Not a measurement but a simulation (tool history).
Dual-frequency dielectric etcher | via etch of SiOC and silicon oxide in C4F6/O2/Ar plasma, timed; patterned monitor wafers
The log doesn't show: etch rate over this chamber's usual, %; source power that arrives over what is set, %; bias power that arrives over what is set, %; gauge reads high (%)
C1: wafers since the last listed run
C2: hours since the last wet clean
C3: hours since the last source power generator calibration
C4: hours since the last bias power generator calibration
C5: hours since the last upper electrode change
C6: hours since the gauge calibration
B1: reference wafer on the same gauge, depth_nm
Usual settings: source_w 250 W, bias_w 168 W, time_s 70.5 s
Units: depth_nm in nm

Run 1, hour 0.0: usual settings; C1 0; C2 33.8; C3 541.5; C4 2729.0; C5 4292.2; C6 430.3; B1 73. Result: depth_nm 63.4 nm.
Run 2, hour 84.4: usual settings but source_w 220 W, time_s 60.5 s; C1 639; C2 118.2; C3 625.9; C4 2813.4; C5 4376.6; C6 514.7; B1 73. Result: depth_nm 52.4 nm.
Run 3, hour 143.3: usual settings; C1 446; C2 177.1; C3 684.8; C4 2872.3; C5 4435.5; C6 573.6; B1 73. Result: depth_nm 63.5 nm.
Run 4, hour 245.8: usual settings but source_w 270 W; C1 776; C2 279.6; C3 787.3; C4 2974.8; C5 4538.0; C6 676.1; B1 73. Result: depth_nm 64.8 nm.
Run 5, hour 342.5: usual settings but source_w 270 W; C1 732; C2 376.3; C3 884.0; C4 3071.5; C5 4634.7; C6 772.8; B1 73. Result: depth_nm 64.6 nm.
Run 6, hour 394.6: usual settings but source_w 270 W; C1 394; C2 428.4; C3 936.1; C4 3123.6; C5 4686.8; C6 824.9; B1 73. Result: depth_nm 65.0 nm.
Run 7, hour 446.5: usual settings but bias_w 179 W; C1 393; C2 480.3; C3 988.0; C4 3175.5; C5 4738.7; C6 876.8; B1 73. Result: depth_nm 64.9 nm.
At hour 545.2: wet clean of the chamber.
Run 8, hour 545.7: usual settings but bias_w 179 W; C1 569; C2 0.5; C3 1087.2; C4 3274.7; C5 4837.9; C6 976.0; B1 73. Result: depth_nm 64.8 nm.
Run 9, hour 622.5: usual settings but bias_w 199 W; C1 581; C2 77.3; C3 1164.0; C4 3351.5; C5 4914.7; C6 1052.8; B1 73. Result: depth_nm 67.3 nm.
Run 10, hour 661.9: usual settings but bias_w 199 W; C1 298; C2 116.7; C3 1203.4; C4 3390.9; C5 4954.1; C6 1092.2; B1 73. Result: depth_nm 67.2 nm.
Run 11, hour 764.8: usual settings but bias_w 199 W; C1 779; C2 219.6; C3 1306.3; C4 3493.8; C5 5057.0; C6 1195.1; B1 73. Result: depth_nm 67.0 nm.
Run 12, hour 802.8: usual settings; C1 287; C2 257.6; C3 1344.3; C4 3531.8; C5 5095.0; C6 1233.1; B1 73. Result: depth_nm 63.6 nm.
Run 13, hour 856.8: usual settings; C1 409; C2 311.6; C3 1398.3; C4 3585.8; C5 5149.0; C6 1287.1; B1 73. Result: depth_nm 63.7 nm.
At hour 945.1: gauge calibrated.
At hour 1078.1: bias power generator calibrated.
At hour 1140.8: wet clean of the chamber.
Run 14, hour 1171.0: usual settings but source_w 200 W; C1 2167; C2 30.2; C3 1712.5; C4 92.9; C5 5463.2; C6 225.9; B1 73. Result: depth_nm 60.9 nm.
Run 15, hour 1236.6: usual settings but bias_w 152 W; C1 496; C2 95.8; C3 1778.1; C4 158.5; C5 5528.8; C6 291.5; B1 73. Result: depth_nm 62.7 nm.
Run 16, hour 1285.3: usual settings but source_w 220 W, bias_w 152 W, time_s 88.0 s; C1 368; C2 144.5; C3 1826.8; C4 207.2; C5 5577.5; C6 340.2; B1 73. Result: depth_nm 75.2 nm.
Run 17, hour 1367.9: usual settings but bias_w 197 W; C1 625; C2 227.1; C3 1909.4; C4 289.8; C5 5660.1; C6 422.8; B1 73. Result: depth_nm 68.2 nm.
Run 18, hour 1422.6: usual settings but source_w 200 W, bias_w 149 W, time_s 50.5 s; C1 414; C2 281.8; C3 1964.1; C4 344.5; C5 5714.8; C6 477.5; B1 73. Result: depth_nm 42.0 nm.
At hour 1497.5: upper electrode replaced.
Run 19, hour 1498.0: usual settings but source_w 220 W, bias_w 150 W, time_s 91.0 s; C1 389; C2 357.2; C3 2039.5; C4 419.9; C5 0.5; C6 552.9; B1 73. Result: depth_nm 77.6 nm.
Run 20, hour 1550.4: usual settings but bias_w 145 W; C1 396; C2 409.6; C3 2091.9; C4 472.3; C5 52.9; C6 605.3; B1 73. Result: depth_nm 61.3 nm.
At hour 1572.9: source power generator calibrated.
Run 21, hour 1605.7: usual settings but bias_w 197 W; C1 388; C2 464.9; C3 32.8; C4 527.6; C5 108.2; C6 660.6; B1 73. Result: depth_nm 67.5 nm.
Run 22, hour 1682.9: usual settings but source_w 200 W, time_s 59.0 s; C1 584; C2 542.1; C3 110.0; C4 604.8; C5 185.4; C6 737.8; B1 73. Result: depth_nm 50.4 nm.
At hour 1730.8: wet clean of the chamber.
Run 23, hour 1743.3: usual settings but time_s 51.0 s; C1 275; C2 12.5; C3 170.4; C4 665.2; C5 245.8; C6 798.2; B1 73. Result: depth_nm 46.3 nm.
Run 24, hour 1828.1: usual settings; C1 642; C2 97.3; C3 255.2; C4 750.0; C5 330.6; C6 883.0; B1 73. Result: depth_nm 63.9 nm.
Run 25, hour 1900.4: usual settings but source_w 220 W, time_s 91.5 s; C1 547; C2 169.6; C3 327.5; C4 822.3; C5 402.9; C6 955.3; B1 73. Result: depth_nm 80.0 nm.
Run 26, hour 1967.0: usual settings but source_w 210 W, bias_w 185 W, time_s 61.0 s; C1 504; C2 236.2; C3 394.1; C4 888.9; C5 469.5; C6 1021.9; B1 73. Result: depth_nm 54.5 nm.
Run 27, hour 2046.5: usual settings; C1 602; C2 315.7; C3 473.6; C4 968.4; C5 549.0; C6 1101.4; B1 73. Result: depth_nm 64.1 nm.
Run 28, hour 2117.5: usual settings; C1 537; C2 386.7; C3 544.6; C4 1039.4; C5 620.0; C6 1172.4; B1 73. Result: depth_nm 64.2 nm.
Run 29, hour 2180.0: usual settings; C1 473; C2 449.2; C3 607.1; C4 1101.9; C5 682.5; C6 1234.9; B1 73. Result: depth_nm 64.2 nm.

Forecast each of these 5 alternatives for the next run:
Run A, hour 2180.4: usual settings; C1 3; C2 449.6; C3 607.5; C4 1102.3; C5 682.9; C6 1235.3; B1 ?. Result: depth_nm ?.
Run B, hour 2180.4: usual settings but bias_w 150 W, time_s 63.5 s; C1 3; C2 449.6; C3 607.5; C4 1102.3; C5 682.9; C6 1235.3; B1 ?. Result: depth_nm ?.
Run C, hour 2180.4: usual settings but source_w 190 W, bias_w 156 W, time_s 57.5 s; C1 3; C2 449.6; C3 607.5; C4 1102.3; C5 682.9; C6 1235.3; B1 ?. Result: depth_nm ?.
Run D, hour 2180.4: usual settings but bias_w 144 W, time_s 81.5 s; C1 3; C2 449.6; C3 607.5; C4 1102.3; C5 682.9; C6 1235.3; B1 ?. Result: depth_nm ?.
Run E, hour 2180.4: usual settings but time_s 53.0 s; C1 3; C2 449.6; C3 607.5; C4 1102.3; C5 682.9; C6 1235.3; B1 ?. Result: depth_nm ?.

run  B1  depth_nm
  A  73      64.0
  B  73      55.5
  C  73      47.3
  D  73      70.3
  E  73      48.1
Without the tool's hidden state the same runs would have given:
run  depth_nm
  A      64.2
  B      55.6
  C      47.4
  D      70.5
  E      48.2

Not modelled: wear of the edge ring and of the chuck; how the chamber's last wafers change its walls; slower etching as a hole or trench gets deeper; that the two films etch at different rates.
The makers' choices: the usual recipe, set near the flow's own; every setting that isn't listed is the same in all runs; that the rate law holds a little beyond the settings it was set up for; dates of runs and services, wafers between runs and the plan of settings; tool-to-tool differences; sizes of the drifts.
